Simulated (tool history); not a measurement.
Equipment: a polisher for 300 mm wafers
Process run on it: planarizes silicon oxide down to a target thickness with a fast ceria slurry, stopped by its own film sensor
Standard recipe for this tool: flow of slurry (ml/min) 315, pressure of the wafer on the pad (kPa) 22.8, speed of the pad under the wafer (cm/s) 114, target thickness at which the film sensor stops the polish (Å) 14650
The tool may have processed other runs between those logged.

| run | day | flow of slurry (ml/min) | pressure of the wafer on the pad (kPa) | speed of the pad under the wafer (cm/s) | target thickness at which the film sensor stops the polish (Å) | wafers since the last listed run | wafers polished on this pad | hours since the slurry nozzle was cleaned | hours since the head pressure was calibrated | incoming thickness of the incoming film, nm | time until the film sensor stopped the polish (s) |
|---|---|---|---|---|---|---|---|---|---|---|---|
| 1 | 0.000 | 370 | 22.8 | 114 | 14650 | 0 | 4596 | 695.1 | 155.4 | 2400.6 | 50.8 |
| 2 | 2.221 | 370 | 22.8 | 114 | 14650 | 365 | 4962 | 748.4 | 208.7 | 2317.9 | 45.6 |
|  | 3.196 | worn pad replaced by a new one |
| 3 | 3.912 | 315 | 22.8 | 114 | 14650 | 250 | 118 | 789.0 | 249.3 | 2354.5 | 47.6 |
| 4 | 8.342 | 315 | 22.8 | 142 | 14650 | 728 | 846 | 895.3 | 355.6 | 2405.4 | 41.1 |
|  | 8.462 | slurry nozzle cleaned |
| 5 | 11.633 | 315 | 22.8 | 142 | 14650 | 534 | 1381 | 76.1 | 434.6 | 2400.9 | 41.7 |
| 6 | 14.108 | 315 | 22.8 | 142 | 14650 | 407 | 1788 | 135.5 | 494.0 | 2330.1 | 38.8 |
| 7 | 17.108 | 315 | 29.0 | 114 | 14650 | 493 | 2281 | 207.5 | 566.0 | 2356.4 | 41.0 |
| 8 | 19.192 | 315 | 29.0 | 114 | 14650 | 342 | 2624 | 257.5 | 616.0 | 2355.3 | 40.6 |
| 9 | 27.667 | 315 | 22.8 | 114 | 14650 | 1393 | 4018 | 460.9 | 819.4 | 2385.4 | 52.6 |
|  | 29.688 | slurry nozzle cleaned, repeated, since the last time left the tool worse |
| 10 | 29.904 | 315 | 22.8 | 114 | 14650 | 361 | 4379 | 5.2 | 873.1 | 2348.0 | 47.1 |
|  | 34.096 | worn pad replaced by a new one |
| 11 | 41.025 | 315 | 22.8 | 114 | 14650 | 1801 | 1139 | 272.1 | 1140.0 | 2342.5 | 47.5 |
| 12 | 43.238 | 315 | 22.8 | 114 | 14650 | 363 | 1503 | 325.2 | 1193.1 | 2348.6 | 47.1 |
| 13 | 45.321 | 315 | 22.8 | 114 | 14650 | 342 | 1846 | 375.2 | 1243.1 | 2394.4 | 50.8 |
| 14 | 47.421 | 315 | 22.8 | 102 | 12840 | 345 | 2191 | 425.6 | 1293.5 | 2409.4 | 67.5 |
|  | 47.979 | head pressure recalibrated |
| 15 | 52.871 | 420 | 22.8 | 114 | 14650 | 882 | 3074 | 556.4 | 117.4 | 2392.7 | 48.7 |
| 16 | 54.942 | 315 | 22.8 | 114 | 14650 | 340 | 3414 | 606.1 | 167.1 | 2381.4 | 49.5 |
| 17 | 59.104 | 315 | 22.8 | 98 | 14650 | 684 | 4099 | 706.0 | 267.0 | 2381.3 | 57.8 |
| 18 | 62.162 | 385 | 22.8 | 114 | 14650 | 503 | 4602 | 779.4 | 340.4 | 2351.4 | 47.0 |
|  | 63.642 | worn pad replaced by a new one |
| 19 | 64.454 | 315 | 22.8 | 114 | 14650 | 349 | 133 | 834.4 | 395.4 | 2381.0 | 49.6 |
|  | 65.967 | slurry nozzle cleaned |
| 20 | 77.788 | 315 | 19.3 | 134 | 13150 | 2186 | 2319 | 283.7 | 715.4 | 2404.7 | 57.3 |
| 21 | 79.304 | 220 | 26.2 | 86 | 13110 | 249 | 2569 | 320.1 | 751.8 | 2352.4 | 68.9 |
| 22 | 82.621 | 415 | 15.2 | 114 | 14650 | 545 | 3114 | 399.7 | 831.4 | 2319.9 | 61.1 |
| 23 | 86.317 | 315 | 15.9 | 128 | 11650 | 607 | 3722 | 488.4 | 920.1 | 2364.5 | 75.1 |
| 24 | 88.346 | 315 | 15.9 | 114 | 14650 | 333 | 4056 | 537.1 | 968.8 | 2340.5 | 61.4 |
| 25 | 92.038 | 350 | 27.6 | 114 | 14650 | 607 | 4663 | 625.7 | 1057.4 | 2352.2 | 41.1 |
| 26 | 93.971 | 315 | 26.2 | 142 | 14650 | 317 | 4981 | 672.1 | 1103.8 | 2371.3 | 35.2 |
|  | 94.183 | head pressure recalibrated |
| 27 | 95.896 | 355 | 17.9 | 94 | 14650 | 302 | 5284 | 718.3 | 41.1 | 2324.8 | 68.3 |
|  | 97.725 | worn pad replaced by a new one |
| 28 | 98.833 | 315 | 22.8 | 114 | 14650 | 455 | 182 | 788.8 | 111.6 | 2398.8 | 49.3 |
| 29 | 103.142 | 270 | 22.8 | 114 | 14650 | 708 | 890 | 892.2 | 215.0 | 2361.1 | 48.9 |
|  | 103.246 | slurry nozzle cleaned |
| 30 | 105.942 | 315 | 22.8 | 114 | 14650 | 453 | 1344 | 64.7 | 282.2 | 2360.6 | 47.4 |
| 31 | 108.200 | 250 | 20.0 | 76 | 16680 | 371 | 1715 | 118.9 | 336.4 | 2370.7 | 63.3 |
| 32 | 114.767 | 315 | 22.8 | 114 | 14650 | 1080 | 2795 | 276.5 | 494.0 | 2374.8 | 48.6 |
| 33 | 116.733 | 315 | 22.8 | 114 | 12280 | 323 | 3119 | 323.7 | 541.2 | 2368.2 | 61.0 |
| 34 | 118.579 | 285 | 29.6 | 86 | 14650 | 303 | 3422 | 368.0 | 585.5 | 2357.6 | 51.8 |
| 35 | 121.350 | 315 | 22.8 | 114 | 14650 | 455 | 3878 | 434.5 | 652.0 | 2368.0 | 48.9 |
| 36 | 123.438 | 315 | 22.8 | 114 | 14650 | 343 | 4221 | 484.6 | 702.1 | 2392.5 | 50.8 |

Forecast each of these 4 alternatives for the next run:
| A | 123.454 | 315 | 22.8 | 114 | 14650 | 2 | 4224 | 485.0 | 702.5 | 2406.7 | ? |
| B | 123.454 | 315 | 22.8 | 94 | 13100 | 2 | 4224 | 485.0 | 702.5 | 2406.7 | ? |
| C | 123.454 | 215 | 22.8 | 114 | 12280 | 2 | 4224 | 485.0 | 702.5 | 2406.7 | ? |
| D | 123.454 | 395 | 26.9 | 114 | 16370 | 2 | 4224 | 485.0 | 702.5 | 2406.7 | ? |

| run | time until the film sensor stopped the polish (s) |
|---|---|
| A | 51.3 |
| B | 72.5 |
| C | 66.6 |
| D | 36.0 |
The same runs, with their run-to-run variation unchanged, on a tool lacking any hidden condition would have given:
| run | time until the film sensor stopped the polish (s) |
|---|---|
| A | 50.6 |
| B | 71.5 |
| C | 65.4 |
| D | 35.6 |
